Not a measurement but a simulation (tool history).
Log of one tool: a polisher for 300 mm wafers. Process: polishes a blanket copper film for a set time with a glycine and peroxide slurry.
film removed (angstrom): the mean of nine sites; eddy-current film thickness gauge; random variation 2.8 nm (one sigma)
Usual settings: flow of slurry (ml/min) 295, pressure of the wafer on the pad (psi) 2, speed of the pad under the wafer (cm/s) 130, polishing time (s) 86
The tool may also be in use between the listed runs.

| run | day | flow of slurry (ml/min) | pressure of the wafer on the pad (psi) | speed of the pad under the wafer (cm/s) | polishing time (s) | wafers since the last listed run | wafers polished on this pad | hours since the slurry nozzle was cleaned | hours since the head pressure was calibrated | incoming thickness of the incoming film, nm | film removed (angstrom) |
|---|---|---|---|---|---|---|---|---|---|---|---|
| 1 | 0 | 295 | 2 | 130 | 86 | 0 | 494 | 279.3 | 208.4 | 2190.5 | 3653 |
| 2 | 3.996 | 295 | 2 | 130 | 86 | 633 | 1128 | 375.2 | 304.3 | 2178 | 3679 |
| 3 | 6.071 | 295 | 2 | 130 | 86 | 329 | 1457 | 425 | 354.1 | 2177.3 | 3633 |
|  | 9.558 | worn pad replaced by a new one |
| 4 | 9.579 | 235 | 2 | 130 | 86 | 530 | 3 | 509.2 | 438.3 | 2197 | 3596 |
| 5 | 12.062 | 295 | 2 | 130 | 86 | 393 | 397 | 568.8 | 497.9 | 2189 | 3729 |
|  | 13.392 | head pressure recalibrated |
| 6 | 14.712 | 295 | 2 | 130 | 86 | 407 | 804 | 632.4 | 31.7 | 2150.5 | 3540 |
| 7 | 17.279 | 295 | 1.7 | 130 | 86 | 407 | 1211 | 694 | 93.3 | 2202.1 | 3201 |
| 8 | 21.129 | 295 | 2 | 130 | 86 | 610 | 1822 | 786.4 | 185.7 | 2178.4 | 3584 |
|  | 22.317 | slurry nozzle cleaned |
|  | 22.721 | worn pad replaced by a new one |
| 9 | 23.429 | 295 | 2 | 130 | 86 | 331 | 112 | 26.7 | 240.9 | 2177.8 | 3784 |
| 10 | 25.896 | 295 | 2 | 130 | 86 | 391 | 503 | 85.9 | 300.1 | 2185.5 | 3777 |
| 11 | 30.625 | 295 | 1.8 | 130 | 98 | 750 | 1253 | 199.4 | 413.6 | 2162.6 | 4012 |
| 12 | 34.604 | 295 | 2 | 130 | 86 | 631 | 1885 | 294.9 | 509.1 | 2155.7 | 3759 |
|  | 35.333 | head pressure recalibrated |
|  | 37.8 | worn pad replaced by a new one |
| 13 | 37.821 | 295 | 2 | 130 | 86 | 470 | 3 | 372.1 | 59.7 | 2147.7 | 3623 |
| 14 | 39.254 | 255 | 2.5 | 174 | 67 | 227 | 230 | 406.5 | 94.1 | 2197.3 | 3894 |
| 15 | 41.967 | 295 | 2.6 | 130 | 95 | 430 | 661 | 471.6 | 159.2 | 2185.6 | 4917 |
| 16 | 46.433 | 370 | 1.4 | 130 | 76 | 708 | 1369 | 578.8 | 266.4 | 2175.1 | 2600 |
| 17 | 50.146 | 355 | 2.5 | 168 | 86 | 588 | 1958 | 667.9 | 355.5 | 2203.3 | 5205 |
| 18 | 52.267 | 225 | 2 | 130 | 63 | 336 | 2295 | 718.8 | 406.4 | 2203.5 | 2569 |
|  | 52.554 | worn pad replaced by a new one |
| 19 | 56.129 | 295 | 2.6 | 130 | 86 | 586 | 567 | 811.5 | 499.1 | 2147.9 | 4564 |
|  | 57.696 | slurry nozzle cleaned |
| 20 | 60.3 | 295 | 2 | 130 | 105 | 655 | 1222 | 62.5 | 599.2 | 2205.3 | 4845 |
|  | 63.15 | head pressure recalibrated |
| 21 | 64.046 | 375 | 1.5 | 110 | 78 | 581 | 1803 | 152.4 | 21.5 | 2170.8 | 2612 |
| 22 | 66.383 | 355 | 2.4 | 158 | 115 | 370 | 2174 | 208.5 | 77.6 | 2140.8 | 6406 |

Forecast each of these 4 alternatives for the next run:
| A | 66.4 | 295 | 2 | 130 | 86 | 2 | 2176 | 208.9 | 78 | 2163.6 | ? |
| B | 66.4 | 295 | 2 | 118 | 86 | 2 | 2176 | 208.9 | 78 | 2163.6 | ? |
| C | 66.4 | 335 | 2 | 130 | 109 | 2 | 2176 | 208.9 | 78 | 2163.6 | ? |
| D | 66.4 | 195 | 2.6 | 106 | 86 | 2 | 2176 | 208.9 | 78 | 2163.6 | ? |

| run | film removed (angstrom) |
|---|---|
| A | 3650 |
| B | 3467 |
| C | 4695 |
| D | 3702 |
Without the tool's hidden state the same runs would have given:
| run | film removed (angstrom) |
|---|---|
| A | 3750 |
| B | 3561 |
| C | 4809 |
| D | 3854 |
